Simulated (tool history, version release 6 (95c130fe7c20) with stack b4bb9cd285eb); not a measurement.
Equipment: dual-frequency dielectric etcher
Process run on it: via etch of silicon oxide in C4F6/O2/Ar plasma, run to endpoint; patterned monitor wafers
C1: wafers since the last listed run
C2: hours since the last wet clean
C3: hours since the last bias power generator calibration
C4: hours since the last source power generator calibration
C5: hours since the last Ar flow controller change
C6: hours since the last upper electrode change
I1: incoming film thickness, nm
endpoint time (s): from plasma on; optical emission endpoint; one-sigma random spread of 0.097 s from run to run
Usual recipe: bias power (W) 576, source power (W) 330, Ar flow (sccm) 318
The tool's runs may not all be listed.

{"run": 1, "day": 0.0, "bias power (W)": 576, "source power (W)": 330, "Ar flow (sccm)": 318, "C1": 0, "C2": 67.3, "C3": 4557.4, "C4": 4368.5, "C5": 3774.6, "C6": 4810, "I1": 82.6, "endpoint time (s)": 19.3}
{"day": 0.388, "done": "source power generator calibrated"}
{"day": 1.517, "done": "upper electrode replaced"}
{"run": 2, "day": 1.538, "bias power (W)": 576, "source power (W)": 330, "Ar flow (sccm)": 318, "C1": 180, "C2": 104.2, "C3": 4594.3, "C4": 27.6, "C5": 3811.5, "C6": 0.5, "I1": 82.7, "endpoint time (s)": 19.1}
{"run": 3, "day": 1.55, "bias power (W)": 576, "source power (W)": 330, "Ar flow (sccm)": 266, "C1": 6, "C2": 104.5, "C3": 4594.6, "C4": 27.9, "C5": 3811.8, "C6": 0.8, "I1": 82.2, "endpoint time (s)": 18.5}
{"run": 4, "day": 1.738, "bias power (W)": 576, "source power (W)": 330, "Ar flow (sccm)": 361, "C1": 91, "C2": 109, "C3": 4599.1, "C4": 32.4, "C5": 3816.3, "C6": 5.3, "I1": 82.1, "endpoint time (s)": 19.1}
{"run": 5, "day": 2.138, "bias power (W)": 576, "source power (W)": 330, "Ar flow (sccm)": 361, "C1": 194, "C2": 118.6, "C3": 4608.7, "C4": 42, "C5": 3825.9, "C6": 14.9, "I1": 82.1, "endpoint time (s)": 19.2}
{"run": 6, "day": 2.5, "bias power (W)": 443, "source power (W)": 280, "Ar flow (sccm)": 318, "C1": 176, "C2": 127.3, "C3": 4617.4, "C4": 50.7, "C5": 3834.6, "C6": 23.6, "I1": 82.5, "endpoint time (s)": 23.5}
{"day": 3.417, "done": "Ar flow controller replaced"}
{"run": 7, "day": 3.438, "bias power (W)": 576, "source power (W)": 330, "Ar flow (sccm)": 318, "C1": 334, "C2": 149.8, "C3": 4639.9, "C4": 73.2, "C5": 0.5, "C6": 46.1, "I1": 83.4, "endpoint time (s)": 19.3}
{"run": 8, "day": 3.854, "bias power (W)": 684, "source power (W)": 310, "Ar flow (sccm)": 249, "C1": 202, "C2": 159.8, "C3": 4649.9, "C4": 83.2, "C5": 10.5, "C6": 56.1, "I1": 82.9, "endpoint time (s)": 17.6}
{"run": 9, "day": 4.308, "bias power (W)": 629, "source power (W)": 400, "Ar flow (sccm)": 378, "C1": 221, "C2": 170.7, "C3": 4660.8, "C4": 94.1, "C5": 21.4, "C6": 67, "I1": 82.1, "endpoint time (s)": 16.5}
{"run": 10, "day": 4.579, "bias power (W)": 501, "source power (W)": 390, "Ar flow (sccm)": 387, "C1": 131, "C2": 177.2, "C3": 4667.3, "C4": 100.6, "C5": 27.9, "C6": 73.5, "I1": 83.5, "endpoint time (s)": 19.2}
{"run": 11, "day": 5.033, "bias power (W)": 665, "source power (W)": 330, "Ar flow (sccm)": 261, "C1": 221, "C2": 188.1, "C3": 4678.2, "C4": 111.5, "C5": 38.8, "C6": 84.4, "I1": 81.6, "endpoint time (s)": 17}
{"run": 12, "day": 5.471, "bias power (W)": 691, "source power (W)": 330, "Ar flow (sccm)": 318, "C1": 213, "C2": 198.6, "C3": 4688.7, "C4": 122, "C5": 49.3, "C6": 94.9, "I1": 82.7, "endpoint time (s)": 17.4}
{"run": 13, "day": 5.75, "bias power (W)": 670, "source power (W)": 400, "Ar flow (sccm)": 318, "C1": 135, "C2": 205.3, "C3": 4695.4, "C4": 128.7, "C5": 56, "C6": 101.6, "I1": 83.1, "endpoint time (s)": 15.9}
{"run": 14, "day": 6.092, "bias power (W)": 651, "source power (W)": 280, "Ar flow (sccm)": 387, "C1": 166, "C2": 213.5, "C3": 4703.6, "C4": 136.9, "C5": 64.2, "C6": 109.8, "I1": 83.1, "endpoint time (s)": 19.9}
{"run": 15, "day": 6.612, "bias power (W)": 674, "source power (W)": 300, "Ar flow (sccm)": 372, "C1": 253, "C2": 226, "C3": 4716.1, "C4": 149.4, "C5": 76.7, "C6": 122.3, "I1": 82.5, "endpoint time (s)": 18.6}
{"run": 16, "day": 6.979, "bias power (W)": 690, "source power (W)": 280, "Ar flow (sccm)": 318, "C1": 178, "C2": 234.8, "C3": 4724.9, "C4": 158.2, "C5": 85.5, "C6": 131.1, "I1": 83.5, "endpoint time (s)": 19.2}
{"day": 7.379, "done": "bias power generator calibrated"}
{"run": 17, "day": 7.4, "bias power (W)": 576, "source power (W)": 330, "Ar flow (sccm)": 318, "C1": 123, "C2": 244.9, "C3": 0.5, "C4": 168.3, "C5": 95.6, "C6": 141.2, "I1": 82.7, "endpoint time (s)": 18.9}
{"run": 18, "day": 7.596, "bias power (W)": 483, "source power (W)": 260, "Ar flow (sccm)": 318, "C1": 95, "C2": 249.6, "C3": 5.2, "C4": 173, "C5": 100.3, "C6": 145.9, "I1": 81.2, "endpoint time (s)": 23.1}
{"run": 19, "day": 8.292, "bias power (W)": 576, "source power (W)": 330, "Ar flow (sccm)": 318, "C1": 338, "C2": 266.3, "C3": 21.9, "C4": 189.7, "C5": 117, "C6": 162.6, "I1": 82.8, "endpoint time (s)": 18.9}
{"run": 20, "day": 8.696, "bias power (W)": 504, "source power (W)": 410, "Ar flow (sccm)": 252, "C1": 196, "C2": 276, "C3": 31.6, "C4": 199.4, "C5": 126.7, "C6": 172.3, "I1": 82.6, "endpoint time (s)": 17.4}
{"run": 21, "day": 9.404, "bias power (W)": 532, "source power (W)": 330, "Ar flow (sccm)": 244, "C1": 344, "C2": 293, "C3": 48.6, "C4": 216.4, "C5": 143.7, "C6": 189.3, "I1": 82.5, "endpoint time (s)": 18.9}
{"run": 22, "day": 10.062, "bias power (W)": 576, "source power (W)": 330, "Ar flow (sccm)": 318, "C1": 320, "C2": 308.8, "C3": 64.4, "C4": 232.2, "C5": 159.5, "C6": 205.1, "I1": 83, "endpoint time (s)": 18.8}
{"run": 23, "day": 10.767, "bias power (W)": 576, "source power (W)": 270, "Ar flow (sccm)": 289, "C1": 342, "C2": 325.7, "C3": 81.3, "C4": 249.1, "C5": 176.4, "C6": 222, "I1": 82.3, "endpoint time (s)": 20.6}
{"run": 24, "day": 11.333, "bias power (W)": 499, "source power (W)": 410, "Ar flow (sccm)": 349, "C1": 275, "C2": 339.3, "C3": 94.9, "C4": 262.7, "C5": 190, "C6": 235.6, "I1": 82.2, "endpoint time (s)": 18.2}
{"run": 25, "day": 11.738, "bias power (W)": 516, "source power (W)": 330, "Ar flow (sccm)": 381, "C1": 196, "C2": 349, "C3": 104.6, "C4": 272.4, "C5": 199.7, "C6": 245.3, "I1": 82.2, "endpoint time (s)": 19.9}
{"run": 26, "day": 12.042, "bias power (W)": 706, "source power (W)": 360, "Ar flow (sccm)": 240, "C1": 148, "C2": 356.3, "C3": 111.9, "C4": 279.7, "C5": 207, "C6": 252.6, "I1": 81.9, "endpoint time (s)": 15.6}
{"run": 27, "day": 12.479, "bias power (W)": 615, "source power (W)": 360, "Ar flow (sccm)": 318, "C1": 213, "C2": 366.8, "C3": 122.4, "C4": 290.2, "C5": 217.5, "C6": 263.1, "I1": 81.6, "endpoint time (s)": 17}
{"run": 28, "day": 13.217, "bias power (W)": 484, "source power (W)": 330, "Ar flow (sccm)": 318, "C1": 359, "C2": 384.5, "C3": 140.1, "C4": 307.9, "C5": 235.2, "C6": 280.8, "I1": 82.3, "endpoint time (s)": 20.2}
{"run": 29, "day": 13.579, "bias power (W)": 437, "source power (W)": 390, "Ar flow (sccm)": 279, "C1": 176, "C2": 393.2, "C3": 148.8, "C4": 316.6, "C5": 243.9, "C6": 289.5, "I1": 82.4, "endpoint time (s)": 19.3}

What differs in the tool's unlogged condition from the final listed run ahead of each entry between runs to the first listed run following it?
Logged between run 1 and run 2: source power generator calibrated (day 0.388); upper electrode replaced (day 1.517)
  etch rate over this chamber's usual, %: 0.739 -> 1.07
  measured minus no-state result, endpoint time (s): -0.1 -> -0.2
Logged between run 6 and run 7: Ar flow controller replaced (day 3.417)
  etch rate over this chamber's usual, %: 1.27 -> 1.47
  measured minus no-state result, endpoint time (s): -0.3 -> -0.3
Logged between run 16 and run 17: bias power generator calibrated (day 7.379)
  etch rate over this chamber's usual, %: 2.23 -> 2.32
  measured minus no-state result, endpoint time (s): -0.4 -> -0.4
